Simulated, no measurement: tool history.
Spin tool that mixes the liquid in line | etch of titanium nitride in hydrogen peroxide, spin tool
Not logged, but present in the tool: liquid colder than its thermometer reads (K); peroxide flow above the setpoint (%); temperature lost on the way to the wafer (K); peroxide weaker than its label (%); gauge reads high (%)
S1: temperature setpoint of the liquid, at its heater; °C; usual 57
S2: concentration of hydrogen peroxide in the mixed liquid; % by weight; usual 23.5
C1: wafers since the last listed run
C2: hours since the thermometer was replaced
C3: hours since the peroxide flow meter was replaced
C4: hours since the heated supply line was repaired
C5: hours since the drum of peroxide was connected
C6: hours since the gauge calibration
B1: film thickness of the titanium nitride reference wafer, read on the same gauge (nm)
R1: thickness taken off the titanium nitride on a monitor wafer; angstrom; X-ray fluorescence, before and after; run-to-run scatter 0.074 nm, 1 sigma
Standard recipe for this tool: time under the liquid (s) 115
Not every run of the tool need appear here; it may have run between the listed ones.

Run 1, hour 0: usual settings; C1 0; C2 1469.9; C3 566.1; C4 893.1; C5 1135; C6 1276; B1 79.99. Result: R1 103 angstrom.
Run 2, hour 142.5: usual settings but S1 55 °C; C1 1034; C2 1612.4; C3 708.6; C4 1035.6; C5 1277.5; C6 1418.5; B1 80. Result: R1 87.8 angstrom.
Run 3, hour 193: usual settings; C1 366; C2 1662.9; C3 759.1; C4 1086.1; C5 1328; C6 1469; B1 79.97. Result: R1 101.9 angstrom.
At hour 247.8: gauge calibrated.
Run 4, hour 250.2: usual settings; C1 415; C2 1720.1; C3 816.3; C4 1143.3; C5 1385.2; C6 2.4; B1 79.99. Result: R1 102.2 angstrom.
Run 5, hour 317: usual settings; C1 484; C2 1786.9; C3 883.1; C4 1210.1; C5 1452; C6 69.2; B1 80.02. Result: R1 102.3 angstrom.
At hour 330.1: new drum of peroxide connected.
Run 6, hour 350.4: usual settings but S2 20.5 % by weight; C1 235; C2 1820.3; C3 916.5; C4 1243.5; C5 20.3; C6 102.6; B1 80. Result: R1 99.7 angstrom.
Run 7, hour 407.2: usual settings but S2 20.5 % by weight; C1 412; C2 1877.1; C3 973.3; C4 1300.3; C5 77.1; C6 159.4; B1 79.99. Result: R1 98.7 angstrom.
At hour 463.8: peroxide flow meter replaced.
Run 8, hour 473.3: usual settings but S2 20.5 % by weight; C1 472; C2 1943.2; C3 9.5; C4 1366.4; C5 143.2; C6 225.5; B1 80. Result: R1 96.2 angstrom.
Run 9, hour 512.8: usual settings; C1 286; C2 1982.7; C3 49; C4 1405.9; C5 182.7; C6 265; B1 79.99. Result: R1 99.6 angstrom.
Run 10, hour 542.1: usual settings; C1 212; C2 2012; C3 78.3; C4 1435.2; C5 212; C6 294.3; B1 80.01. Result: R1 97.9 angstrom.
Run 11, hour 597.2: usual settings but S1 66 °C, S2 30 % by weight, time under the liquid (s) 155; C1 399; C2 2067.1; C3 133.4; C4 1490.3; C5 267.1; C6 349.4; B1 80. Result: R1 255.9 angstrom.
Run 12, hour 630.1: usual settings but time under the liquid (s) 175; C1 238; C2 2100; C3 166.3; C4 1523.2; C5 300; C6 382.3; B1 80.02. Result: R1 152.8 angstrom.
Run 13, hour 674.5: usual settings; C1 322; C2 2144.4; C3 210.7; C4 1567.6; C5 344.4; C6 426.7; B1 80.01. Result: R1 99.7 angstrom.
At hour 712.1: heated supply line repaired.
Run 14, hour 745: usual settings but S1 49 °C; C1 504; C2 2214.9; C3 281.2; C4 32.9; C5 414.9; C6 497.2; B1 80. Result: R1 57.1 angstrom.
Run 15, hour 789: usual settings but S1 59.5 °C, S2 26 % by weight, time under the liquid (s) 70; C1 319; C2 2258.9; C3 325.2; C4 76.9; C5 458.9; C6 541.2; B1 80. Result: R1 74.1 angstrom.
Run 16, hour 816.8: usual settings; C1 201; C2 2286.7; C3 353; C4 104.7; C5 486.7; C6 569; B1 80. Result: R1 99.5 angstrom.

The next listed run, before its measurement:
Run 17, hour 844.5: usual settings but S1 62 °C, S2 28.5 % by weight, time under the liquid (s) 150; C1 201; C2 2314.4; C3 380.7; C4 132.4; C5 514.4; C6 596.7; B1 ?. Result: R1 ?.

{"run 17": {"B1": 80, "R1": 195.6}}
Had the tool carried no hidden state, the very same run would have given R1 193.4 angstrom.

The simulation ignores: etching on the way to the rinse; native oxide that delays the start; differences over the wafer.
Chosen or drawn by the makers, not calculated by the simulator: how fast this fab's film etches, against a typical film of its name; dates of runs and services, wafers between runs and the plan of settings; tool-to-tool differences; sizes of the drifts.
